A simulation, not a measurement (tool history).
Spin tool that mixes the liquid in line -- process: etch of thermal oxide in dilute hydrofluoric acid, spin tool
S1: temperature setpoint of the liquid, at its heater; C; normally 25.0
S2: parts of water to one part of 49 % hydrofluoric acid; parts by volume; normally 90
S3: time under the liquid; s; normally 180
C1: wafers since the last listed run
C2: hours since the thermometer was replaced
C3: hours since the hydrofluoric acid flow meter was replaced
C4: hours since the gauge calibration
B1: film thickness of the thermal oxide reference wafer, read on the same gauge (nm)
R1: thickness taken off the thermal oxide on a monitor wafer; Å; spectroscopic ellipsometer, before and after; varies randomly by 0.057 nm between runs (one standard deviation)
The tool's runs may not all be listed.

run     day    S1   S2   S3  C1      C2      C3     C4     B1     R1
  1   0.000  25.0   90  180   0  2674.2  1832.7  314.3  70.01   99.9
  2   0.733  25.0   90  180  85  2691.8  1850.3  331.9  70.02   99.3
  3   0.992  25.0   90  180  30  2698.0  1856.5  338.1  70.00  101.2
  4   1.412  25.0   90  180  49  2708.1  1866.6  348.2  69.98  100.0
  5   2.146  25.0   90  180  85  2725.7  1884.2  365.8  69.99  100.9
  6   2.467  25.0   90  180  37  2733.4  1891.9  373.5  70.02  101.3
  7   3.075  25.0   90  180  70  2748.0  1906.5  388.1  70.02  100.5
  8   3.733  29.0   90  180  76  2763.8  1922.3  403.9  70.01  118.6
  9   4.238  29.0   90  180  58  2775.9  1934.4  416.0  69.99  116.6
 10   4.650  29.0   90  180  48  2785.8  1944.3  425.9  70.01  117.9
 11   5.121  25.0   90  100  54  2797.1  1955.6  437.2  70.02   56.1
      5.783  -- hydrofluoric acid flow meter replaced
 12   5.821  25.0   90  100  76  2813.9     0.9  454.0  69.99   55.6
      5.838  -- gauge calibrated
 13   6.179  25.0   90  180  41  2822.5     9.5    8.2  70.01  100.1
 14   6.925  25.0   90  180  86  2840.4    27.4   26.1  70.00   99.7
 15   7.538  25.0   90  180  71  2855.1    42.1   40.8  70.00  100.9
 16   7.800  22.5   60  145  30  2861.4    48.4   47.1  70.03  113.2
 17   8.529  28.5  105  260  84  2878.9    65.9   64.6  69.99  140.2
 18   9.233  21.5  130  285  82  2895.8    82.8   81.5  70.02   91.4
      9.308  -- thermometer replaced
 19   9.967  25.0  105  285  80    15.8   100.4   99.1  69.99  134.6
 20  10.712  20.5   55  130  86    33.7   118.3  117.0  69.98  102.0

What will run 21 give?
 21  11.342  21.0  50  225  73  48.8  133.4  132.1   ?   ?

{"run 21": {"B1": 70.01, "R1": 202.0}}
Without the tool's hidden state the same run would have given R1 202.0 Å.

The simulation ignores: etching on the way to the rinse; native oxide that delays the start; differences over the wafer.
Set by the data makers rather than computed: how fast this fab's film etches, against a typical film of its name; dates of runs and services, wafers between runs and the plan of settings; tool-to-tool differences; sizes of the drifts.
